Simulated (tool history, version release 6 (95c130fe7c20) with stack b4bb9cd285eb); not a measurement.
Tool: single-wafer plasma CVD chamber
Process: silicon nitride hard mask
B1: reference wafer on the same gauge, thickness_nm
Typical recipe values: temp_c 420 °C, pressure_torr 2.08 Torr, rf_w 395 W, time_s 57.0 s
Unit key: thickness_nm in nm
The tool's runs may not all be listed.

{"run": 1, "hour": 0.0, "temp_c": 420, "pressure_torr": 2.08, "rf_w": 395, "time_s": 57.0, "B1": 103.223, "thickness_nm": 82.715}
{"run": 2, "hour": 16.1, "temp_c": 420, "pressure_torr": 2.08, "rf_w": 395, "time_s": 57.0, "B1": 103.33, "thickness_nm": 82.13}
{"run": 3, "hour": 29.9, "temp_c": 420, "pressure_torr": 2.08, "rf_w": 395, "time_s": 57.0, "B1": 103.266, "thickness_nm": 81.867}
{"run": 4, "hour": 42.4, "temp_c": 420, "pressure_torr": 2.08, "rf_w": 395, "time_s": 51.5, "B1": 103.344, "thickness_nm": 74.51}
{"run": 5, "hour": 48.6, "temp_c": 428, "pressure_torr": 2.08, "rf_w": 395, "time_s": 57.0, "B1": 103.275, "thickness_nm": 82.46}
{"run": 6, "hour": 57.4, "temp_c": 428, "pressure_torr": 2.08, "rf_w": 395, "time_s": 57.0, "B1": 103.258, "thickness_nm": 81.527}
{"run": 7, "hour": 72.4, "temp_c": 428, "pressure_torr": 2.08, "rf_w": 395, "time_s": 57.0, "B1": 103.18, "thickness_nm": 81.962}
{"run": 8, "hour": 87.5, "temp_c": 420, "pressure_torr": 2.08, "rf_w": 395, "time_s": 52.9, "B1": 103.494, "thickness_nm": 75.975}
{"run": 9, "hour": 98.8, "temp_c": 420, "pressure_torr": 2.08, "rf_w": 395, "time_s": 57.0, "B1": 103.143, "thickness_nm": 82.082}
{"run": 10, "hour": 116.6, "temp_c": 420, "pressure_torr": 2.08, "rf_w": 395, "time_s": 57.0, "B1": 103.114, "thickness_nm": 81.852}
{"hour": 132.0, "done": "RF generator calibrated"}
{"run": 11, "hour": 132.5, "temp_c": 420, "pressure_torr": 2.08, "rf_w": 395, "time_s": 57.0, "B1": 103.337, "thickness_nm": 77.896}
{"hour": 150.7, "done": "showerhead replaced"}
{"run": 12, "hour": 151.2, "temp_c": 420, "pressure_torr": 2.08, "rf_w": 395, "time_s": 57.0, "B1": 103.332, "thickness_nm": 78.026}
{"run": 13, "hour": 152.0, "temp_c": 420, "pressure_torr": 2.08, "rf_w": 395, "time_s": 57.0, "B1": 103.283, "thickness_nm": 77.945}
{"run": 14, "hour": 160.6, "temp_c": 420, "pressure_torr": 2.52, "rf_w": 395, "time_s": 57.0, "B1": 103.356, "thickness_nm": 81.124}
{"hour": 176.7, "done": "thermocouple changed; heater temperature recalibrated"}
{"run": 15, "hour": 177.2, "temp_c": 413, "pressure_torr": 2.59, "rf_w": 455, "time_s": 54.0, "B1": 103.362, "thickness_nm": 87.293}
{"run": 16, "hour": 182.8, "temp_c": 420, "pressure_torr": 2.08, "rf_w": 395, "time_s": 57.0, "B1": 103.267, "thickness_nm": 77.938}
{"hour": 191.8, "done": "gauge calibrated"}
{"hour": 195.5, "done": "capacitance manometer re-zeroed and calibrated"}
{"run": 17, "hour": 196.0, "temp_c": 420, "pressure_torr": 2.08, "rf_w": 395, "time_s": 57.0, "B1": 103.342, "thickness_nm": 78.047}
{"hour": 208.6, "done": "RF generator calibrated, repeated, since the last time left the tool worse"}
{"run": 18, "hour": 209.1, "temp_c": 420, "pressure_torr": 1.6, "rf_w": 320, "time_s": 57.0, "B1": 103.158, "thickness_nm": 66.842}
{"run": 19, "hour": 212.6, "temp_c": 420, "pressure_torr": 2.08, "rf_w": 330, "time_s": 57.0, "B1": 103.495, "thickness_nm": 72.496}
{"run": 20, "hour": 223.1, "temp_c": 414, "pressure_torr": 2.08, "rf_w": 345, "time_s": 46.1, "B1": 103.298, "thickness_nm": 61.793}
{"run": 21, "hour": 256.2, "temp_c": 420, "pressure_torr": 2.08, "rf_w": 395, "time_s": 46.5, "B1": 103.47, "thickness_nm": 70.492}
{"run": 22, "hour": 276.6, "temp_c": 433, "pressure_torr": 2.57, "rf_w": 345, "time_s": 66.0, "B1": 103.136, "thickness_nm": 90.116}
{"run": 23, "hour": 284.6, "temp_c": 426, "pressure_torr": 1.65, "rf_w": 475, "time_s": 50.2, "B1": 103.381, "thickness_nm": 85.551}
{"run": 24, "hour": 291.7, "temp_c": 411, "pressure_torr": 2.08, "rf_w": 395, "time_s": 57.0, "B1": 103.28, "thickness_nm": 87.011}
{"run": 25, "hour": 308.3, "temp_c": 420, "pressure_torr": 2.08, "rf_w": 395, "time_s": 57.0, "B1": 103.386, "thickness_nm": 86.856}
{"run": 26, "hour": 325.3, "temp_c": 424, "pressure_torr": 2.08, "rf_w": 465, "time_s": 57.0, "B1": 103.303, "thickness_nm": 98.896}
{"run": 27, "hour": 338.4, "temp_c": 420, "pressure_torr": 2.08, "rf_w": 395, "time_s": 57.0, "B1": 103.046, "thickness_nm": 86.753}
{"run": 28, "hour": 352.5, "temp_c": 420, "pressure_torr": 2.26, "rf_w": 395, "time_s": 61.2, "B1": 103.391, "thickness_nm": 93.664}

Each row is a separate what-if for the run after 28, all from the same tool condition, not one after another. Results?
{"run": "A", "hour": 352.9, "temp_c": 420, "pressure_torr": 2.08, "rf_w": 350, "time_s": 57.0, "B1": "?", "thickness_nm": "?"}
{"run": "B", "hour": 352.9, "temp_c": 420, "pressure_torr": 1.84, "rf_w": 395, "time_s": 57.0, "B1": "?", "thickness_nm": "?"}
{"run": "C", "hour": 352.9, "temp_c": 407, "pressure_torr": 1.64, "rf_w": 320, "time_s": 62.4, "B1": "?", "thickness_nm": "?"}
{"run": "D", "hour": 352.9, "temp_c": 420, "pressure_torr": 1.68, "rf_w": 395, "time_s": 61.7, "B1": "?", "thickness_nm": "?"}
{"run": "E", "hour": 352.9, "temp_c": 420, "pressure_torr": 2.5, "rf_w": 430, "time_s": 57.0, "B1": "?", "thickness_nm": "?"}

run=A B1=103.414 thickness_nm=77.715
run=B B1=103.414 thickness_nm=85.599
run=C B1=103.414 thickness_nm=74.688
run=D B1=103.414 thickness_nm=91.281
run=E B1=103.414 thickness_nm=96.704
What these runs would have given with no unlogged condition in the tool:
run=A thickness_nm=78.017
run=B thickness_nm=85.894
run=C thickness_nm=74.988
run=D thickness_nm=91.595
run=E thickness_nm=97.037

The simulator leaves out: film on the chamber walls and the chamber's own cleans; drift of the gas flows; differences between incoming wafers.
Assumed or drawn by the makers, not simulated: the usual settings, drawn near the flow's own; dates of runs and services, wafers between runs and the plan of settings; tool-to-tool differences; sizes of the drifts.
